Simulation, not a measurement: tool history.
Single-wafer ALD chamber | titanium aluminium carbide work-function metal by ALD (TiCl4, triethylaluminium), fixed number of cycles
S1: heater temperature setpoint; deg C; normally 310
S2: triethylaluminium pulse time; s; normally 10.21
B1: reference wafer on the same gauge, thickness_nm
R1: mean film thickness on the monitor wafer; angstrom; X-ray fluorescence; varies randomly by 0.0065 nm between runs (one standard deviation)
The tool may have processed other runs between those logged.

{"run": 1, "day": 0.0, "S1": 310, "S2": 10.21, "B1": 1.901, "R1": 20.46}
{"run": 2, "day": 1.671, "S1": 310, "S2": 10.21, "B1": 1.9, "R1": 20.59}
{"run": 3, "day": 3.7, "S1": 298, "S2": 12.97, "B1": 1.899, "R1": 19.83}
{"day": 5.629, "done": "triethylaluminium bottle replaced"}
{"run": 4, "day": 5.65, "S1": 298, "S2": 12.97, "B1": 1.899, "R1": 19.73}
{"run": 5, "day": 8.129, "S1": 310, "S2": 10.21, "B1": 1.901, "R1": 20.49}
{"run": 6, "day": 10.7, "S1": 310, "S2": 10.21, "B1": 1.899, "R1": 20.53}
{"run": 7, "day": 11.946, "S1": 310, "S2": 10.21, "B1": 1.901, "R1": 20.51}
{"run": 8, "day": 14.612, "S1": 310, "S2": 10.21, "B1": 1.898, "R1": 20.49}
{"run": 9, "day": 21.388, "S1": 310, "S2": 10.21, "B1": 1.899, "R1": 20.51}
{"run": 10, "day": 24.138, "S1": 310, "S2": 10.21, "B1": 1.901, "R1": 20.42}
{"run": 11, "day": 27.075, "S1": 310, "S2": 10.21, "B1": 1.9, "R1": 20.47}
{"run": 12, "day": 29.362, "S1": 310, "S2": 10.21, "B1": 1.901, "R1": 20.56}
{"day": 31.321, "done": "gauge calibrated"}
{"run": 13, "day": 31.796, "S1": 310, "S2": 12.67, "B1": 1.899, "R1": 20.88}
{"day": 32.829, "done": "showerhead replaced"}
{"run": 14, "day": 33.162, "S1": 304, "S2": 13.01, "B1": 1.9, "R1": 20.38}
{"run": 15, "day": 35.646, "S1": 310, "S2": 13.56, "B1": 1.901, "R1": 20.99}
{"run": 16, "day": 36.879, "S1": 305, "S2": 10.21, "B1": 1.9, "R1": 20.04}
{"run": 17, "day": 39.579, "S1": 310, "S2": 10.21, "B1": 1.901, "R1": 20.35}

Run 18 is up next; what results do you expect?
{"day": 45.075, "done": "thermocouple changed; heater temperature recalibrated"}
{"day": 47.083, "done": "triethylaluminium bottle replaced"}
{"run": 18, "day": 47.446, "S1": 303, "S2": 10.21, "B1": "?", "R1": "?"}

{"run 18": {"B1": 1.901, "R1": 19.84}}
Take away the tool's hidden state, keep the run-to-run variation as it was, and the same run would have given R1 19.84 angstrom.

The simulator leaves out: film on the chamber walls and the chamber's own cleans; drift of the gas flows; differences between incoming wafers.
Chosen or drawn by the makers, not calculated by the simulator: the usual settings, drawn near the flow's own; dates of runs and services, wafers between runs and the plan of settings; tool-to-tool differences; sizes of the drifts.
